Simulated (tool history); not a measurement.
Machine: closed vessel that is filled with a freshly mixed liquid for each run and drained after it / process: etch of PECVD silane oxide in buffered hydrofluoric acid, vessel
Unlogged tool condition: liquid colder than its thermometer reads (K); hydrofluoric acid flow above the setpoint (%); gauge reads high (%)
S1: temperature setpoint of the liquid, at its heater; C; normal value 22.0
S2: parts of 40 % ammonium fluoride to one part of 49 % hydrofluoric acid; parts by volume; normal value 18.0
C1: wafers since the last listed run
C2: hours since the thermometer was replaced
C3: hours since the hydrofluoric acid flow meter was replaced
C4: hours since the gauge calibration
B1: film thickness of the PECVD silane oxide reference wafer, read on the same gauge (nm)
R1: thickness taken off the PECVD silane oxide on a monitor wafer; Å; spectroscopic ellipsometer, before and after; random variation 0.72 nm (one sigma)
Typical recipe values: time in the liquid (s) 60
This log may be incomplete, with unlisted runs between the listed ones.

Run 1, hour 0.0: usual settings; C1 0; C2 258.7; C3 807.7; C4 637.9; B1 146.52. Result: R1 1145.9 Å.
Run 2, hour 48.6: usual settings but S1 23.0 C; C1 6124; C2 307.3; C3 856.3; C4 686.5; B1 146.32. Result: R1 1203.5 Å.
Run 3, hour 118.1: usual settings; C1 8757; C2 376.8; C3 925.8; C4 756.0; B1 146.01. Result: R1 1141.1 Å.
Run 4, hour 145.0: usual settings; C1 3389; C2 403.7; C3 952.7; C4 782.9; B1 145.87. Result: R1 1137.7 Å.
Run 5, hour 208.8: usual settings but S2 14.5 parts by volume, time in the liquid (s) 75; C1 8039; C2 467.5; C3 1016.5; C4 846.7; B1 145.59. Result: R1 1759.2 Å.
Run 6, hour 251.4: usual settings but S2 14.5 parts by volume, time in the liquid (s) 75; C1 5368; C2 510.1; C3 1059.1; C4 889.3; B1 145.43. Result: R1 1766.4 Å.
Run 7, hour 299.4: usual settings but S2 14.5 parts by volume, time in the liquid (s) 75; C1 6048; C2 558.1; C3 1107.1; C4 937.3; B1 145.19. Result: R1 1748.7 Å.
Run 8, hour 336.6: usual settings; C1 4687; C2 595.3; C3 1144.3; C4 974.5; B1 145.06. Result: R1 1134.3 Å.
Run 9, hour 368.4: usual settings; C1 4007; C2 627.1; C3 1176.1; C4 1006.3; B1 144.88. Result: R1 1140.7 Å.
Run 10, hour 438.0: usual settings; C1 8770; C2 696.7; C3 1245.7; C4 1075.9; B1 144.57. Result: R1 1129.5 Å.
Run 11, hour 504.5: usual settings but time in the liquid (s) 50; C1 8379; C2 763.2; C3 1312.2; C4 1142.4; B1 144.26. Result: R1 938.4 Å.
Run 12, hour 572.4: usual settings but S1 19.5 C, time in the liquid (s) 80; C1 8556; C2 831.1; C3 1380.1; C4 1210.3; B1 143.99. Result: R1 1309.6 Å.
Run 13, hour 643.5: usual settings but S1 19.5 C, time in the liquid (s) 80; C1 8959; C2 902.2; C3 1451.2; C4 1281.4; B1 143.66. Result: R1 1305.3 Å.
Run 14, hour 700.0: usual settings but time in the liquid (s) 70; C1 7119; C2 958.7; C3 1507.7; C4 1337.9; B1 143.44. Result: R1 1297.1 Å.
Run 15, hour 849.9: usual settings but time in the liquid (s) 70; C1 18889; C2 1108.6; C3 1657.6; C4 1487.8; B1 142.76. Result: R1 1311.5 Å.
At hour 861.3: thermometer replaced.
Run 16, hour 910.3: usual settings but time in the liquid (s) 70; C1 7485; C2 49.0; C3 1718.0; C4 1548.2; B1 142.48. Result: R1 1300.4 Å.
At hour 966.0: hydrofluoric acid flow meter replaced.
Run 17, hour 980.7: usual settings; C1 8745; C2 119.4; C3 14.7; C4 1618.6; B1 142.17. Result: R1 1103.4 Å.
Run 18, hour 1010.4: usual settings; C1 3742; C2 149.1; C3 44.4; C4 1648.3; B1 142.04. Result: R1 1104.1 Å.
Run 19, hour 1077.5: usual settings but S1 25.0 C, S2 21.0 parts by volume, time in the liquid (s) 35; C1 8455; C2 216.2; C3 111.5; C4 1715.4; B1 141.73. Result: R1 667.7 Å.
Run 20, hour 1105.7: usual settings but S1 19.0 C; C1 3553; C2 244.4; C3 139.7; C4 1743.6; B1 141.63. Result: R1 934.1 Å.
Run 21, hour 1168.8: usual settings but S1 19.5 C, S2 24.5 parts by volume; C1 7951; C2 307.5; C3 202.8; C4 1806.7; B1 141.34. Result: R1 754.2 Å.
At hour 1172.3: gauge calibrated.
Run 22, hour 1237.2: usual settings but S2 14.0 parts by volume; C1 8619; C2 375.9; C3 271.2; C4 64.9; B1 149.05. Result: R1 1502.8 Å.
Run 23, hour 1296.0: usual settings but S1 25.0 C, time in the liquid (s) 30; C1 7409; C2 434.7; C3 330.0; C4 123.7; B1 148.79. Result: R1 682.2 Å.
Run 24, hour 1361.4: usual settings but S1 20.5 C, time in the liquid (s) 40; C1 8241; C2 500.1; C3 395.4; C4 189.1; B1 148.50. Result: R1 716.8 Å.
Run 25, hour 1418.9: usual settings; C1 7245; C2 557.6; C3 452.9; C4 246.6; B1 148.25. Result: R1 1154.5 Å.
Run 26, hour 1443.3: usual settings; C1 3074; C2 582.0; C3 477.3; C4 271.0; B1 148.13. Result: R1 1165.8 Å.
Run 27, hour 1494.9: usual settings but time in the liquid (s) 75; C1 6502; C2 633.6; C3 528.9; C4 322.6; B1 147.93. Result: R1 1445.7 Å.
Run 28, hour 1531.8: usual settings but S1 19.0 C, S2 15.5 parts by volume; C1 4649; C2 670.5; C3 565.8; C4 359.5; B1 147.75. Result: R1 1132.3 Å.
Run 29, hour 1559.1: usual settings but S2 14.5 parts by volume, time in the liquid (s) 75; C1 3440; C2 697.8; C3 593.1; C4 386.8; B1 147.60. Result: R1 1774.7 Å.
Run 30, hour 1586.2: usual settings but S1 17.0 C, S2 15.0 parts by volume, time in the liquid (s) 90; C1 3414; C2 724.9; C3 620.2; C4 413.9; B1 147.49. Result: R1 1537.8 Å.
Run 31, hour 1623.9: usual settings but S1 17.0 C, S2 21.0 parts by volume; C1 4750; C2 762.6; C3 657.9; C4 451.6; B1 147.34. Result: R1 750.8 Å.

Consider 5 possible next runs. They are alternatives, not a sequence: every one starts from the tool as it was left by run 31. What does each give?
Run A, hour 1624.6: usual settings but S2 22.0 parts by volume; C1 88; C2 763.3; C3 658.6; C4 452.3; B1 ?. Result: R1 ?.
Run B, hour 1624.6: usual settings but S1 18.0 C, S2 12.5 parts by volume; C1 88; C2 763.3; C3 658.6; C4 452.3; B1 ?. Result: R1 ?.
Run C, hour 1624.6: usual settings but S2 22.5 parts by volume; C1 88; C2 763.3; C3 658.6; C4 452.3; B1 ?. Result: R1 ?.
Run D, hour 1624.6: usual settings but S2 14.5 parts by volume, time in the liquid (s) 35; C1 88; C2 763.3; C3 658.6; C4 452.3; B1 ?. Result: R1 ?.
Run E, hour 1624.6: usual settings but S1 26.0 C, time in the liquid (s) 90; C1 88; C2 763.3; C3 658.6; C4 452.3; B1 ?. Result: R1 ?.

run      B1      R1
  A  147.35   983.1
  B  147.35  1332.4
  C  147.35   968.0
  D  147.35   840.7
  E  147.35  2174.7
With the hidden condition removed and each run's random variation left untouched, the same runs would have given:
run      R1
  A  1000.9
  B  1356.5
  C   985.5
  D   856.0
  E  2214.0

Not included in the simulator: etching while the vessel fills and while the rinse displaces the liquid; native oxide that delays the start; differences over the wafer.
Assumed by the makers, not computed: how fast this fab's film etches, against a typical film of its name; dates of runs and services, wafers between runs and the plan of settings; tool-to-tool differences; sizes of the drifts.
